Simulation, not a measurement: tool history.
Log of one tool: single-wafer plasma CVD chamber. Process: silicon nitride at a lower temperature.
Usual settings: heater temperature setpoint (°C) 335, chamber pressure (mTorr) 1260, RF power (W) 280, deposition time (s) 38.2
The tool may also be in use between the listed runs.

run	hour	heater temperature setpoint (°C)	chamber pressure (mTorr)	RF power (W)	deposition time (s)	wafers since the last listed run	hours since the last thermocouple change	hours since the last RF generator calibration	hours since the last manometer calibration	hours since the showerhead was replaced	hours since the gauge calibration	read-back reference wafer on the same gauge, thickness_nm	mean film thickness on the monitor wafer (Å)
1	0	335	1260	280	38.2	0	2504.4	990.4	1578	7033.2	310.9	38.531	413.22
2	35.1	335	1100	250	38.2	839	2539.5	1025.5	1613.1	7068.3	346	38.464	354.93
3	47.5	335	1100	250	38.2	296	2551.9	1037.9	1625.5	7080.7	358.4	38.486	354.69
4	65.7	335	1260	280	38.2	435	2570.1	1056.1	1643.7	7098.9	376.6	38.392	408.96
5	99.2	335	1260	280	38.2	800	2603.6	1089.6	1677.2	7132.4	410.1	38.407	410.47
6	115.4	335	1260	280	38.2	387	2619.8	1105.8	1693.4	7148.6	426.3	38.37	410.92
7	128.3	335	1260	280	38.2	308	2632.7	1118.7	1706.3	7161.5	439.2	38.272	411.35
# hour 182.5: gauge calibrated
8	191.7	335	1260	280	38.2	1515	2696.1	1182.1	1769.7	7224.9	9.2	39.181	419.51
9	214	335	1260	280	38.2	533	2718.4	1204.4	1792	7247.2	31.5	39.11	419.78
10	231.7	338	1440	280	38.2	423	2736.1	1222.1	1809.7	7264.9	49.2	39.079	446.33
11	253.6	338	1440	280	38.2	523	2758	1244	1831.6	7286.8	71.1	39.01	441.23
12	268.5	335	1410	280	38.2	356	2772.9	1258.9	1846.5	7301.7	86	38.994	439.82
13	295.9	335	1260	280	41.1	655	2800.3	1286.3	1873.9	7329.1	113.4	38.945	449.66
14	311	335	1260	280	38.2	360	2815.4	1301.4	1889	7344.2	128.5	38.956	416.54
15	339.1	321	1420	330	44.5	671	2843.5	1329.5	1917.1	7372.3	156.6	38.865	577.31
# hour 372.7: showerhead replaced
16	373.2	347	1050	310	34.7	623	2877.6	1363.6	1951.2	0.5	190.7	38.828	371.96
17	388.4	321	1440	280	38.2	363	2892.8	1378.8	1966.4	15.7	205.9	38.859	441.74
18	421.7	335	1420	280	44.1	796	2926.1	1412.1	1999.7	49	239.2	38.791	502.73
# hour 439.8: thermocouple changed; heater temperature recalibrated
19	443.1	340	1540	230	38.2	320	3.3	1433.5	2021.1	70.4	260.6	38.746	389.92
20	460.7	335	1420	280	44.1	420	20.9	1451.1	2038.7	88	278.2	38.72	503.26
21	489.4	335	1370	305	35.7	686	49.6	1479.8	2067.4	116.7	306.9	38.649	423.68
# hour 507.8: capacitance manometer re-zeroed and calibrated
22	514.8	335	1260	280	38.2	415	75	1505.2	7	142.1	332.3	38.65	412.62
# hour 550.3: RF generator calibrated
23	550.8	335	1130	225	38.2	669	111	0.5	43	178.1	368.3	38.641	331.25
24	579.7	340	1010	335	31.3	690	139.9	29.4	71.9	207	397.2	38.465	340.52
# hour 624.7: gauge calibrated
25	664	348	1260	300	38.2	2015	224.2	113.7	156.2	291.3	39.3	39.059	440.02
26	685.8	335	1570	280	40.2	521	246	135.5	178	313.1	61.1	39.069	482.6
27	718.4	335	1140	295	35.9	779	278.6	168.1	210.6	345.7	93.7	39.048	386.56

Forecast each of these 5 alternatives for the next run:
A	718.8	335	1260	280	38.2	9	279	168.5	211	346.1	94.1	?	?
B	718.8	335	1260	265	34	9	279	168.5	211	346.1	94.1	?	?
C	718.8	335	980	280	38.2	9	279	168.5	211	346.1	94.1	?	?
D	718.8	335	1170	280	38.2	9	279	168.5	211	346.1	94.1	?	?
E	718.8	335	1020	250	42.8	9	279	168.5	211	346.1	94.1	?	?

run	read-back reference wafer on the same gauge, thickness_nm	mean film thickness on the monitor wafer (Å)
A	39.061	418.94
B	39.061	358.23
C	39.061	366.64
D	39.061	404.65
E	39.061	387.19
Without the tool's hidden state the same runs would have given:
run	mean film thickness on the monitor wafer (Å)
A	419.83
B	359
C	367.43
D	405.52
E	388.02

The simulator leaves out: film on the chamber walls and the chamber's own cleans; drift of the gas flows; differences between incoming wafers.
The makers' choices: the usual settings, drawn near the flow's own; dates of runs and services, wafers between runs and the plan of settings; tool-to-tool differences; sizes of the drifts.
